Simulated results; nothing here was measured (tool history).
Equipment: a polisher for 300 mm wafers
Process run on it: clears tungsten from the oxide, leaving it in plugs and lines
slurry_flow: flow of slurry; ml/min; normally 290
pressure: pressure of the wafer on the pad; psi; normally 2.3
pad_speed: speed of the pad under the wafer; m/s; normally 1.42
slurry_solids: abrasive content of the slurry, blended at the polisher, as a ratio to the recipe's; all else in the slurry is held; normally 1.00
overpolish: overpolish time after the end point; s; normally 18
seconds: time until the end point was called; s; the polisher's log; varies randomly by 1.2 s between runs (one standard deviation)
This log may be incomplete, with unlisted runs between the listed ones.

run,day,slurry_flow,pressure,pad_speed,slurry_solids,overpolish,wafers since the last listed run,wafers polished on this pad,hours since the slurry nozzle was cleaned,hours since the head pressure was calibrated,hours since the slurry blender was calibrated,hours since the slurry got fresh peroxide,"incoming thickness of the incoming film, nm",seconds
1,0.000,290,2.3,1.42,1.15,18,0,1590,210.9,577.1,240.2,148.4,291.2,75.4
2,0.283,290,2.3,1.42,1.15,18,49,1640,217.7,583.9,247.0,155.2,291.6,78.6
# day 0.529: worn pad replaced by a new one
# day 0.554: slurry tank refilled with fresh slurry and peroxide
3,0.783,290,2.3,1.42,1.00,18,54,40,229.7,595.9,259.0,5.5,292.2,64.6
4,1.354,290,2.3,1.42,1.00,18,100,140,243.4,609.6,272.7,19.2,293.6,67.4
5,1.746,290,2.3,1.42,1.00,18,68,209,252.8,619.0,282.1,28.6,291.1,66.6
6,2.104,290,2.3,1.42,1.00,18,62,271,261.4,627.6,290.7,37.2,292.0,66.3
7,2.367,290,2.3,1.42,1.00,18,46,317,267.7,633.9,297.0,43.5,289.7,67.7
8,2.888,290,2.3,1.42,1.00,18,91,409,280.2,646.4,309.5,56.0,284.1,64.4
9,3.246,290,2.3,1.42,1.00,18,62,472,288.8,655.0,318.1,64.6,288.3,68.3
10,3.692,290,2.3,1.76,1.00,18,78,550,299.5,665.7,328.8,75.3,293.3,60.8
11,4.192,290,2.3,1.42,1.00,18,87,638,311.5,677.7,340.8,87.3,292.1,70.7
12,4.638,290,2.3,1.42,1.00,18,78,716,322.2,688.4,351.5,98.0,287.6,72.4
13,5.092,195,2.1,1.42,1.00,24,79,795,333.1,699.3,362.4,108.9,291.7,80.0
14,5.558,290,2.3,1.42,1.00,18,81,877,344.3,710.5,373.6,120.1,295.2,77.2
15,6.088,330,2.3,1.42,1.00,18,92,970,357.0,723.2,386.3,132.8,293.6,73.7
16,6.742,325,3.0,1.86,1.00,18,114,1085,372.7,738.9,402.0,148.5,287.4,51.2
# day 6.996: head pressure recalibrated
17,7.017,290,2.3,1.42,1.15,18,33,1118,379.3,0.5,408.6,155.1,289.4,76.2
# day 7.217: slurry tank refilled with fresh slurry and peroxide
18,7.529,290,1.8,1.42,1.10,21,82,1201,391.6,12.8,420.9,7.5,287.0,82.2
19,7.908,290,2.3,1.42,1.00,18,66,1267,400.7,21.9,430.0,16.6,284.1,68.2
# day 8.308: slurry blender recalibrated
# day 8.546: worn pad replaced by a new one
# day 9.100: slurry nozzle cleaned
20,9.908,290,2.3,1.42,1.00,18,299,231,19.4,69.9,38.4,64.6,292.7,69.0
21,10.371,340,2.3,0.94,1.00,15,81,312,30.5,81.0,49.5,75.7,285.9,97.3
22,10.900,290,2.3,1.42,1.00,15,92,405,43.2,93.7,62.2,88.4,290.7,69.1
23,11.567,290,2.3,1.42,1.00,24,116,522,59.2,109.7,78.2,104.4,294.3,73.4
24,11.917,290,2.3,1.42,1.00,18,61,583,67.6,118.1,86.6,112.8,295.1,77.8

Take each entry between the runs: how does the hidden state at the last listed run before it differ from the hidden state at the first listed run after it?
Between runs 2 and 3: worn pad replaced by a new one (day 0.529); slurry tank refilled with fresh slurry and peroxide (day 0.554)
  removal rate lost through wear of the pad, %: 12.3 -> 1.01; peroxide lost from the slurry, %: 23.4 -> 0.333
  measured value less the no-hidden-state value, seconds: +16.6 -> +0.7 s
Between runs 16 and 17: head pressure recalibrated (day 6.996)
  removal rate lost through wear of the pad, %: 9.25 -> 9.36; peroxide lost from the slurry, %: 20.7 -> 22.6
  measured value less the no-hidden-state value, seconds: +8.8 -> +13.8 s
Between runs 17 and 18: slurry tank refilled with fresh slurry and peroxide (day 7.217)
  removal rate lost through wear of the pad, %: 9.36 -> 9.53; peroxide lost from the slurry, %: 22.6 -> 0.669
  measured value less the no-hidden-state value, seconds: +13.8 -> +8.0 s
Between runs 19 and 20: slurry blender recalibrated (day 8.308); worn pad replaced by a new one (day 8.546); slurry nozzle cleaned (day 9.100)
  removal rate lost through wear of the pad, %: 9.64 -> 5.61; peroxide lost from the slurry, %: 0.872 -> 4.48
  measured value less the no-hidden-state value, seconds: +6.8 -> +5.0 s
